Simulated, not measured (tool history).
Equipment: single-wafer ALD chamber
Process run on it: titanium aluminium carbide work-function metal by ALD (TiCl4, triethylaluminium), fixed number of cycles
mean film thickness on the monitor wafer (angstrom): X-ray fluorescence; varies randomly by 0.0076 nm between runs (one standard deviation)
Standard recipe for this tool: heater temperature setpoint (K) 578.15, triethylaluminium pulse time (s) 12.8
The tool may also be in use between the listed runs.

run   hour  heater temperature setpoint (K)  triethylaluminium pulse time (s)  wafers since the last listed run  hours since the last thermocouple change  hours since the last triethylaluminium bottle change  hours since the showerhead was replaced  hours since the gauge calibration  read-back reference wafer on the same gauge, thickness_nm  mean film thickness on the monitor wafer (angstrom)
  1      0                           583.15                              12.8                                 0                                      1514                                                 551.7                                   5361.2                               19.6                                                      2.139                                                23.43
  2   30.1                           583.15                              12.8                               465                                    1544.1                                                 581.8                                   5391.3                               49.7                                                       2.14                                                23.54
  3   63.7                           578.15                              12.8                               519                                    1577.7                                                 615.4                                   5424.9                               83.3                                                      2.138                                                22.85
  4   86.3                           578.15                              12.8                               349                                    1600.3                                                   638                                   5447.5                              105.9                                                      2.143                                                22.84
  5  121.4                           578.15                              12.8                               542                                    1635.4                                                 673.1                                   5482.6                                141                                                      2.141                                                22.65
  6  140.4                           578.15                              12.8                               293                                    1654.4                                                 692.1                                   5501.6                                160                                                      2.143                                                 22.7
  7  160.7                           578.15                              12.8                               313                                    1674.7                                                 712.4                                   5521.9                              180.3                                                      2.145                                                22.78
  8  187.1                           578.15                              12.8                               408                                    1701.1                                                 738.8                                   5548.3                              206.7                                                      2.143                                                22.67
  9  215.8                           578.15                              12.8                               443                                    1729.8                                                 767.5                                     5577                              235.4                                                      2.142                                                22.69
 10  236.1                           568.15                              12.8                               313                                    1750.1                                                 787.8                                   5597.3                              255.7                                                      2.139                                                21.58
 11  248.6                           578.15                              12.8                               193                                    1762.6                                                 800.3                                   5609.8                              268.2                                                      2.139                                                22.56
 12  263.1                           578.15                              12.8                               224                                    1777.1                                                 814.8                                   5624.3                              282.7                                                      2.145                                                22.48
     286.8  -- thermocouple changed; heater temperature recalibrated
 13  287.3                           578.15                              12.8                               250                                       0.5                                                   839                                   5648.5                              306.9                                                      2.143                                                22.62
 14  295.1                           578.15                              12.8                               120                                       8.3                                                 846.8                                   5656.3                              314.7                                                      2.139                                                22.56
 15  307.5                           582.15                              8.37                               191                                      20.7                                                 859.2                                   5668.7                              327.1                                                      2.138                                                19.23
 16  333.9                           578.15                              12.8                               408                                      47.1                                                 885.6                                   5695.1                              353.5                                                      2.139                                                22.56
       367  -- showerhead replaced
 17  367.5                           566.15                             16.75                               395                                      80.7                                                 919.2                                      0.5                              387.1                                                      2.141                                                22.06
     386.5  -- gauge calibrated
 18  398.3                           582.15                              9.07                               476                                     111.5                                                   950                                     31.3                               11.8                                                      2.142                                                19.82
 19  410.6                           578.15                             17.42                               190                                     123.8                                                 962.3                                     43.6                               24.1                                                      2.143                                                23.39
 20    441                           578.15                              12.8                               469                                     154.2                                                 992.7                                       74                               54.5                                                      2.145                                                22.19
 21  462.5                           567.15                              10.9                               332                                     175.7                                                1014.2                                     95.5                                 76                                                      2.145                                                   20
     477.7  -- triethylaluminium bottle replaced
 22  478.2                           568.15                              8.09                               119                                     191.4                                                   0.5                                    111.2                               91.7                                                      2.139                                                19.68
 23  501.2                           589.15                               8.8                               355                                     214.4                                                  23.5                                    134.2                              114.7                                                      2.138                                                22.72
 24    519                           578.15                              12.8                               275                                     232.2                                                  41.3                                      152                              132.5                                                      2.142                                                23.34
 25  553.2                           573.15                             15.29                               528                                     266.4                                                  75.5                                    186.2                              166.7                                                       2.14                                                22.99
 26  581.7                           578.15                              15.4                               440                                     294.9                                                   104                                    214.7                              195.2                                                      2.142                                                23.49
 27  617.4                           578.15                              12.8                               551                                     330.6                                                 139.7                                    250.4                              230.9                                                      2.141                                                 23.3
 28  650.9                           578.15                              12.8                               517                                     364.1                                                 173.2                                    283.9                              264.4                                                      2.141                                                23.12

Consider 3 possible next runs. They are alternatives, not a sequence: every one starts from the tool as it was left by run 28. What does each give?
  A  651.3                           571.15                              12.8                                 6                                     364.5                                                 173.6                                    284.3                              264.8                                                          ?                                                    ?
  B  651.3                           591.15                             14.25                                 6                                     364.5                                                 173.6                                    284.3                              264.8                                                          ?                                                    ?
  C  651.3                           578.15                             17.81                                 6                                     364.5                                                 173.6                                    284.3                              264.8                                                          ?                                                    ?

run  read-back reference wafer on the same gauge, thickness_nm  mean film thickness on the monitor wafer (angstrom)
  A                                                       2.14                                                22.56
  B                                                       2.14                                                25.05
  C                                                       2.14                                                23.72
Take away the tool's hidden state, keep each run's random variation, and the runs would have read:
run  mean film thickness on the monitor wafer (angstrom)
  A                                                22.69
  B                                                25.13
  C                                                23.74
